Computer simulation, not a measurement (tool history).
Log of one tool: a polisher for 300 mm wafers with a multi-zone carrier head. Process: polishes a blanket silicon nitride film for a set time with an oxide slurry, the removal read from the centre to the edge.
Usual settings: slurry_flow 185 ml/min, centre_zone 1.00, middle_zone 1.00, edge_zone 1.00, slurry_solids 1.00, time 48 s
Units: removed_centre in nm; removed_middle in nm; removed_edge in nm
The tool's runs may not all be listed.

run	hour	slurry_flow	centre_zone	middle_zone	edge_zone	slurry_solids	time	wafers since the last listed run	wafers polished on this pad	hours since the slurry nozzle was cleaned	hours since the centre zone pressure was calibrated	hours since the edge zone pressure was calibrated	hours since the carrier head's membrane was replaced	incoming thickness of the incoming film, nm	removed_centre	removed_middle	removed_edge
1	0.0	185	1.00	1.00	1.00	1.00	48	0	2991	38.0	64.1	291.8	1074.9	512.1	27.3	26.8	27.4
2	82.4	185	0.96	1.00	1.00	0.75	48	1293	4285	120.4	146.5	374.2	1157.3	505.7	22.8	23.3	23.1
# hour 119.6: carrier head's membrane replaced by a new one
3	149.8	235	1.00	1.05	1.00	0.90	48	979	5264	187.8	213.9	441.6	30.2	520.0	27.0	27.5	26.2
4	235.0	220	1.00	1.12	1.00	1.00	48	1337	6601	273.0	299.1	526.8	115.4	511.6	28.6	29.5	26.8
5	325.5	185	1.00	1.00	1.00	1.00	48	1420	8021	363.5	389.6	617.3	205.9	514.1	27.2	26.5	26.4
6	386.7	230	1.00	1.04	1.00	0.80	48	960	8981	424.7	450.8	678.5	267.1	501.6	25.6	25.8	24.0
7	455.4	240	1.00	1.12	1.00	0.80	43	1078	10059	493.4	519.5	747.2	335.8	516.7	23.2	24.4	21.8
8	563.0	245	1.00	1.00	1.00	1.00	48	1688	11748	601.0	627.1	854.8	443.4	516.3	29.5	27.1	27.3
# hour 575.2: slurry nozzle cleaned
# hour 578.2: worn pad replaced by a new one
# hour 629.8: centre zone pressure recalibrated
9	647.3	185	1.06	1.00	1.00	1.00	48	1228	1052	72.1	17.5	939.1	527.7	505.1	30.1	28.1	28.1
10	794.7	185	1.00	1.00	1.00	1.00	48	2313	3365	219.5	164.9	1086.5	675.1	514.0	28.4	27.2	27.6
11	882.9	185	1.00	1.00	1.00	1.00	48	1384	4749	307.7	253.1	1174.7	763.3	504.6	28.4	27.2	26.9
12	922.2	185	1.00	1.00	1.00	1.00	32	616	5366	347.0	292.4	1214.0	802.6	514.7	19.1	17.9	18.0
13	960.0	185	0.88	0.90	1.00	0.85	56	593	5959	384.8	330.2	1251.8	840.4	501.6	27.4	26.0	28.6
14	1027.5	185	1.00	1.00	1.00	1.00	48	1059	7018	452.3	397.7	1319.3	907.9	509.7	28.4	26.8	26.8
# hour 1031.1: edge zone pressure recalibrated
15	1069.6	185	1.00	1.00	1.00	1.00	48	629	7648	494.4	439.8	38.5	950.0	513.7	28.6	26.5	27.2
# hour 1080.9: carrier head's membrane replaced by a new one
16	1150.7	185	1.00	0.88	1.00	1.25	54	1194	8842	575.5	520.9	119.6	69.8	501.1	35.3	30.1	33.4
17	1231.6	185	1.00	1.04	1.00	1.20	48	1269	10111	656.4	601.8	200.5	150.7	510.0	30.8	29.5	28.8
# hour 1292.1: worn pad replaced by a new one
18	1302.2	185	1.00	1.00	1.00	1.00	48	1045	158	727.0	672.4	271.1	221.3	518.0	30.4	27.9	28.3
# hour 1308.1: slurry nozzle cleaned
19	1374.5	130	0.91	1.00	1.00	1.00	48	1118	1277	66.4	744.7	343.4	293.6	505.6	25.3	26.1	26.5
20	1425.4	185	0.94	1.00	1.00	1.00	56	798	2076	117.3	795.6	394.3	344.5	518.1	32.6	31.3	32.3
# hour 1475.9: centre zone pressure recalibrated
21	1504.8	185	1.00	1.00	1.00	1.20	48	1214	3290	196.7	28.9	473.7	423.9	503.8	29.9	28.9	30.1

4 ways to go on from here, each from the tool as it stands after run 21. What would each give?
A	1505.2	185	0.94	1.00	1.00	1.00	48	6	3297	197.1	29.3	474.1	424.3	502.6	?	?	?
B	1505.2	185	1.00	1.00	1.00	1.00	40	6	3297	197.1	29.3	474.1	424.3	502.6	?	?	?
C	1505.2	250	0.96	1.00	1.11	1.00	39	6	3297	197.1	29.3	474.1	424.3	502.6	?	?	?
D	1505.2	215	1.00	1.00	1.00	1.00	48	6	3297	197.1	29.3	474.1	424.3	502.6	?	?	?

run	removed_centre	removed_middle	removed_edge
A	26.0	26.5	27.5
B	23.0	22.1	22.9
C	22.7	22.5	24.3
D	28.4	27.1	27.9
Without the tool's hidden state the same runs would have given:
run	removed_centre	removed_middle	removed_edge
A	27.4	28.1	29.1
B	24.2	23.4	24.3
C	23.8	23.9	25.8
D	29.9	28.8	29.6
